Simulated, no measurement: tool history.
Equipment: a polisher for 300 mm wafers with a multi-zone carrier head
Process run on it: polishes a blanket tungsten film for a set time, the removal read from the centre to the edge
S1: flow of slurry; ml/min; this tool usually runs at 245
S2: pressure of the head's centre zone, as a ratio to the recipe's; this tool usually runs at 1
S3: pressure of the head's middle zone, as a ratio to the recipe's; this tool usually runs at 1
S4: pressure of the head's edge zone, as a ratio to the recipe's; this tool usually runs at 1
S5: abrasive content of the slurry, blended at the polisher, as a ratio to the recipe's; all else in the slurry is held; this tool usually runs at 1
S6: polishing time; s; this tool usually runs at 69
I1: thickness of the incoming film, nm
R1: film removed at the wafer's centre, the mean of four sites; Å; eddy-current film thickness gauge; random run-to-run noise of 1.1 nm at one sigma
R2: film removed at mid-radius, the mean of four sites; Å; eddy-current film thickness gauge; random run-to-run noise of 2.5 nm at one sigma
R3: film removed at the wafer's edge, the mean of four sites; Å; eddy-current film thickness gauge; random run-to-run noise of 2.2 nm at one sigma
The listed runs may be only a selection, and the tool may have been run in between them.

| run | hour | S1 | S2 | S3 | S4 | S5 | S6 | I1 | R1 | R2 | R3 |
|---|---|---|---|---|---|---|---|---|---|---|---|
| 1 | 0 | 245 | 1.1 | 1.09 | 1.12 | 1 | 48 | 1088.8 | 1134 | 1152 | 1106 |
|  | 69.6 | carrier head's membrane replaced by a new one |
| 2 | 70.1 | 215 | 1 | 1 | 1 | 1 | 69 | 1107.4 | 1370 | 1410 | 1445 |
|  | 97.7 | slurry nozzle cleaned |
|  | 114 | edge zone pressure recalibrated |
| 3 | 155 | 245 | 1.1 | 1.09 | 1.12 | 1 | 48 | 1095.1 | 1210 | 1175 | 1134 |
|  | 231.6 | centre zone pressure recalibrated |
| 4 | 235.8 | 245 | 1 | 1 | 1 | 0.85 | 69 | 1084.9 | 1502 | 1611 | 1536 |
|  | 361 | worn pad replaced by a new one |
| 5 | 371.4 | 245 | 1 | 1 | 1 | 1 | 69 | 1069.9 | 1529 | 1587 | 1557 |
| 6 | 584.4 | 245 | 1 | 1 | 1 | 1 | 80 | 1105.6 | 1727 | 1843 | 1763 |
| 7 | 682.2 | 160 | 1 | 1 | 1 | 1.3 | 69 | 1099.1 | 1117 | 1198 | 1334 |
| 8 | 752 | 320 | 1 | 1 | 1 | 1 | 69 | 1105.1 | 1559 | 1621 | 1563 |
| 9 | 874.7 | 245 | 1 | 1 | 1 | 1 | 69 | 1078.3 | 1442 | 1557 | 1466 |
|  | 892.8 | edge zone pressure recalibrated |
|  | 945.5 | centre zone pressure recalibrated |
|  | 947.3 | slurry nozzle cleaned |
| 10 | 961.3 | 245 | 1 | 1.04 | 1.04 | 1 | 60 | 1065.7 | 1378 | 1493 | 1440 |
|  | 1023.2 | worn pad replaced by a new one |
| 11 | 1110.8 | 245 | 1 | 1 | 1 | 1 | 69 | 1066 | 1524 | 1591 | 1543 |
| 12 | 1213 | 245 | 1 | 1 | 0.88 | 1 | 52 | 1104.4 | 1114 | 1165 | 1074 |
| 13 | 1289.6 | 245 | 1 | 1 | 1 | 1.2 | 69 | 1084.7 | 1547 | 1588 | 1580 |
| 14 | 1396 | 245 | 1 | 1.11 | 1 | 1.25 | 91 | 1092.8 | 2013 | 2309 | 2097 |
| 15 | 1452.9 | 245 | 0.97 | 1 | 1 | 1 | 69 | 1083.7 | 1411 | 1546 | 1461 |
| 16 | 1501 | 190 | 1 | 1.07 | 1 | 1 | 62 | 1093.8 | 1137 | 1257 | 1258 |
|  | 1507.4 | carrier head's membrane replaced by a new one |
| 17 | 1540.9 | 245 | 1 | 1 | 1 | 1 | 69 | 1095.1 | 1443 | 1478 | 1494 |
| 18 | 1581.5 | 245 | 1.09 | 0.9 | 0.9 | 1 | 69 | 1090.7 | 1579 | 1341 | 1421 |
|  | 1585.3 | edge zone pressure recalibrated |
|  | 1616.3 | centre zone pressure recalibrated |
| 19 | 1680.3 | 245 | 0.93 | 1 | 1 | 1 | 69 | 1091.1 | 1338 | 1545 | 1476 |
|  | 1716.7 | slurry nozzle cleaned |
|  | 1732.8 | worn pad replaced by a new one |
| 20 | 1749 | 245 | 1 | 1 | 1 | 1 | 69 | 1083.7 | 1574 | 1635 | 1555 |
| 21 | 1836 | 245 | 1 | 1 | 0.94 | 0.8 | 69 | 1082.9 | 1483 | 1546 | 1458 |
| 22 | 1873.4 | 245 | 1 | 1 | 1 | 1 | 69 | 1089.8 | 1518 | 1582 | 1557 |

Consider 3 possible next runs. They are alternatives, not a sequence: every one starts from the tool as it was left by run 22. What does each give?
| A | 1873.8 | 245 | 1 | 1 | 1 | 1 | 69 | 1080.8 | ? | ? | ? |
| B | 1873.8 | 245 | 1 | 1 | 1.12 | 1 | 69 | 1080.8 | ? | ? | ? |
| C | 1873.8 | 160 | 1.04 | 1 | 1 | 1 | 69 | 1080.8 | ? | ? | ? |

| run | R1 | R2 | R3 |
|---|---|---|---|
| A | 1554 | 1562 | 1581 |
| B | 1554 | 1562 | 1672 |
| C | 1241 | 1242 | 1351 |
With the hidden condition removed and each run's random variation left untouched, the same runs would have given:
| run | R1 | R2 | R3 |
|---|---|---|---|
| A | 1618 | 1619 | 1623 |
| B | 1618 | 1619 | 1717 |
| C | 1375 | 1355 | 1430 |
